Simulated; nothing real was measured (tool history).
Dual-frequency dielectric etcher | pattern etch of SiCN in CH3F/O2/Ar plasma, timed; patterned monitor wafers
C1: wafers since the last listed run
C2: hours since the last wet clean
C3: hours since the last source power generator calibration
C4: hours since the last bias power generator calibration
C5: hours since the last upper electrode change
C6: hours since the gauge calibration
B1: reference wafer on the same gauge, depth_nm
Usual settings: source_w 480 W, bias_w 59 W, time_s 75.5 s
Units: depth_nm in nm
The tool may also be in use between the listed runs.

{"run": 1, "hour": 0.0, "source_w": 480, "bias_w": 59, "time_s": 75.5, "C1": 0, "C2": 225.7, "C3": 3177.4, "C4": 2949.4, "C5": 4623.3, "C6": 778.9, "B1": 28.56, "depth_nm": 26.33}
{"run": 2, "hour": 68.5, "source_w": 480, "bias_w": 59, "time_s": 75.5, "C1": 629, "C2": 294.2, "C3": 3245.9, "C4": 3017.9, "C5": 4691.8, "C6": 847.4, "B1": 28.62, "depth_nm": 26.6}
{"run": 3, "hour": 130.9, "source_w": 480, "bias_w": 59, "time_s": 91.5, "C1": 573, "C2": 356.6, "C3": 3308.3, "C4": 3080.3, "C5": 4754.2, "C6": 909.8, "B1": 28.7, "depth_nm": 32.24}
{"run": 4, "hour": 160.8, "source_w": 480, "bias_w": 59, "time_s": 91.5, "C1": 274, "C2": 386.5, "C3": 3338.2, "C4": 3110.2, "C5": 4784.1, "C6": 939.7, "B1": 28.72, "depth_nm": 32.32}
{"run": 5, "hour": 197.6, "source_w": 480, "bias_w": 59, "time_s": 91.5, "C1": 338, "C2": 423.3, "C3": 3375.0, "C4": 3147.0, "C5": 4820.9, "C6": 976.5, "B1": 28.78, "depth_nm": 32.43}
{"hour": 227.9, "done": "wet clean of the chamber"}
{"hour": 253.7, "done": "gauge calibrated"}
{"run": 6, "hour": 254.1, "source_w": 480, "bias_w": 59, "time_s": 75.5, "C1": 298, "C2": 26.2, "C3": 3431.5, "C4": 3203.5, "C5": 4877.4, "C6": 0.4, "B1": 28.13, "depth_nm": 26.14}
{"run": 7, "hour": 315.3, "source_w": 480, "bias_w": 70, "time_s": 75.5, "C1": 562, "C2": 87.4, "C3": 3492.7, "C4": 3264.7, "C5": 4938.6, "C6": 61.6, "B1": 28.13, "depth_nm": 28.3}
{"run": 8, "hour": 359.4, "source_w": 480, "bias_w": 70, "time_s": 75.5, "C1": 405, "C2": 131.5, "C3": 3536.8, "C4": 3308.8, "C5": 4982.7, "C6": 105.7, "B1": 28.12, "depth_nm": 28.18}
{"run": 9, "hour": 401.6, "source_w": 480, "bias_w": 59, "time_s": 75.5, "C1": 388, "C2": 173.7, "C3": 3579.0, "C4": 3351.0, "C5": 5024.9, "C6": 147.9, "B1": 28.14, "depth_nm": 26.07}
{"run": 10, "hour": 448.7, "source_w": 480, "bias_w": 59, "time_s": 75.5, "C1": 433, "C2": 220.8, "C3": 3626.1, "C4": 3398.1, "C5": 5072.0, "C6": 195.0, "B1": 28.15, "depth_nm": 26.19}
{"run": 11, "hour": 592.2, "source_w": 480, "bias_w": 59, "time_s": 75.5, "C1": 1319, "C2": 364.3, "C3": 3769.6, "C4": 3541.6, "C5": 5215.5, "C6": 338.5, "B1": 28.2, "depth_nm": 26.18}
{"hour": 630.2, "done": "wet clean of the chamber"}
{"run": 12, "hour": 654.6, "source_w": 480, "bias_w": 59, "time_s": 75.5, "C1": 353, "C2": 24.4, "C3": 3832.0, "C4": 3604.0, "C5": 5277.9, "C6": 400.9, "B1": 28.22, "depth_nm": 26.34}
{"run": 13, "hour": 725.4, "source_w": 480, "bias_w": 67, "time_s": 75.5, "C1": 651, "C2": 95.2, "C3": 3902.8, "C4": 3674.8, "C5": 5348.7, "C6": 471.7, "B1": 28.27, "depth_nm": 27.76}
{"run": 14, "hour": 757.7, "source_w": 480, "bias_w": 67, "time_s": 75.5, "C1": 297, "C2": 127.5, "C3": 3935.1, "C4": 3707.1, "C5": 5381.0, "C6": 504.0, "B1": 28.28, "depth_nm": 27.84}
{"run": 15, "hour": 800.3, "source_w": 480, "bias_w": 67, "time_s": 75.5, "C1": 391, "C2": 170.1, "C3": 3977.7, "C4": 3749.7, "C5": 5423.6, "C6": 546.6, "B1": 28.32, "depth_nm": 27.87}
{"hour": 807.4, "done": "source power generator calibrated"}
{"run": 16, "hour": 963.2, "source_w": 370, "bias_w": 51, "time_s": 75.5, "C1": 1461, "C2": 333.0, "C3": 155.8, "C4": 3912.6, "C5": 5586.5, "C6": 709.5, "B1": 28.46, "depth_nm": 22.96}
{"run": 17, "hour": 989.0, "source_w": 480, "bias_w": 59, "time_s": 75.5, "C1": 237, "C2": 358.8, "C3": 181.6, "C4": 3938.4, "C5": 5612.3, "C6": 735.3, "B1": 28.47, "depth_nm": 26.33}
{"hour": 1049.1, "done": "wet clean of the chamber"}
{"run": 18, "hour": 1049.6, "source_w": 440, "bias_w": 45, "time_s": 94.0, "C1": 336, "C2": 0.5, "C3": 242.2, "C4": 3999.0, "C5": 5672.9, "C6": 795.9, "B1": 28.51, "depth_nm": 28.47}
{"hour": 1060.3, "done": "gauge calibrated"}
{"hour": 1104.7, "done": "upper electrode replaced"}
{"run": 19, "hour": 1105.2, "source_w": 480, "bias_w": 47, "time_s": 61.0, "C1": 290, "C2": 56.1, "C3": 297.8, "C4": 4054.6, "C5": 0.5, "C6": 44.9, "B1": 28.18, "depth_nm": 19.15}
{"hour": 1127.8, "done": "bias power generator calibrated"}
{"run": 20, "hour": 1138.3, "source_w": 480, "bias_w": 59, "time_s": 75.5, "C1": 267, "C2": 89.2, "C3": 330.9, "C4": 10.5, "C5": 33.6, "C6": 78.0, "B1": 28.19, "depth_nm": 26.23}
{"run": 21, "hour": 1190.7, "source_w": 380, "bias_w": 48, "time_s": 96.0, "C1": 481, "C2": 141.6, "C3": 383.3, "C4": 62.9, "C5": 86.0, "C6": 130.4, "B1": 28.18, "depth_nm": 28.34}
{"run": 22, "hour": 1240.9, "source_w": 480, "bias_w": 47, "time_s": 61.0, "C1": 461, "C2": 191.8, "C3": 433.5, "C4": 113.1, "C5": 136.2, "C6": 180.6, "B1": 28.22, "depth_nm": 19.11}
{"run": 23, "hour": 1310.6, "source_w": 580, "bias_w": 59, "time_s": 70.0, "C1": 640, "C2": 261.5, "C3": 503.2, "C4": 182.8, "C5": 205.9, "C6": 250.3, "B1": 28.21, "depth_nm": 25.72}
{"run": 24, "hour": 1358.8, "source_w": 480, "bias_w": 59, "time_s": 75.5, "C1": 443, "C2": 309.7, "C3": 551.4, "C4": 231.0, "C5": 254.1, "C6": 298.5, "B1": 28.24, "depth_nm": 26.22}
{"hour": 1428.0, "done": "wet clean of the chamber"}
{"run": 25, "hour": 1428.5, "source_w": 480, "bias_w": 59, "time_s": 63.0, "C1": 420, "C2": 0.5, "C3": 621.1, "C4": 300.7, "C5": 323.8, "C6": 368.2, "B1": 28.25, "depth_nm": 21.99}
{"run": 26, "hour": 1466.4, "source_w": 360, "bias_w": 55, "time_s": 95.5, "C1": 348, "C2": 38.4, "C3": 659.0, "C4": 338.6, "C5": 361.7, "C6": 406.1, "B1": 28.28, "depth_nm": 29.63}
{"run": 27, "hour": 1492.1, "source_w": 540, "bias_w": 71, "time_s": 89.5, "C1": 236, "C2": 64.1, "C3": 684.7, "C4": 364.3, "C5": 387.4, "C6": 431.8, "B1": 28.31, "depth_nm": 35.21}
{"run": 28, "hour": 1539.7, "source_w": 570, "bias_w": 72, "time_s": 75.5, "C1": 437, "C2": 111.7, "C3": 732.3, "C4": 411.9, "C5": 435.0, "C6": 479.4, "B1": 28.31, "depth_nm": 30.27}
{"run": 29, "hour": 1611.4, "source_w": 480, "bias_w": 63, "time_s": 55.5, "C1": 659, "C2": 183.4, "C3": 804.0, "C4": 483.6, "C5": 506.7, "C6": 551.1, "B1": 28.39, "depth_nm": 19.98}
{"run": 30, "hour": 1636.7, "source_w": 580, "bias_w": 59, "time_s": 88.5, "C1": 232, "C2": 208.7, "C3": 829.3, "C4": 508.9, "C5": 532.0, "C6": 576.4, "B1": 28.39, "depth_nm": 32.99}

4 ways to go on from here, each from the tool as it stands after run 30. What would each give?
{"run": "A", "hour": 1637.1, "source_w": 480, "bias_w": 59, "time_s": 75.5, "C1": 3, "C2": 209.1, "C3": 829.7, "C4": 509.3, "C5": 532.4, "C6": 576.8, "B1": "?", "depth_nm": "?"}
{"run": "B", "hour": 1637.1, "source_w": 480, "bias_w": 73, "time_s": 85.0, "C1": 3, "C2": 209.1, "C3": 829.7, "C4": 509.3, "C5": 532.4, "C6": 576.8, "B1": "?", "depth_nm": "?"}
{"run": "C", "hour": 1637.1, "source_w": 360, "bias_w": 66, "time_s": 75.5, "C1": 3, "C2": 209.1, "C3": 829.7, "C4": 509.3, "C5": 532.4, "C6": 576.8, "B1": "?", "depth_nm": "?"}
{"run": "D", "hour": 1637.1, "source_w": 580, "bias_w": 73, "time_s": 97.0, "C1": 3, "C2": 209.1, "C3": 829.7, "C4": 509.3, "C5": 532.4, "C6": 576.8, "B1": "?", "depth_nm": "?"}

run=A B1=28.41 depth_nm=26.54
run=B B1=28.41 depth_nm=32.89
run=C B1=28.41 depth_nm=25.70
run=D B1=28.41 depth_nm=39.74
Without the tool's hidden state the same runs would have given:
run=A depth_nm=26.36
run=B depth_nm=32.67
run=C depth_nm=25.52
run=D depth_nm=39.48
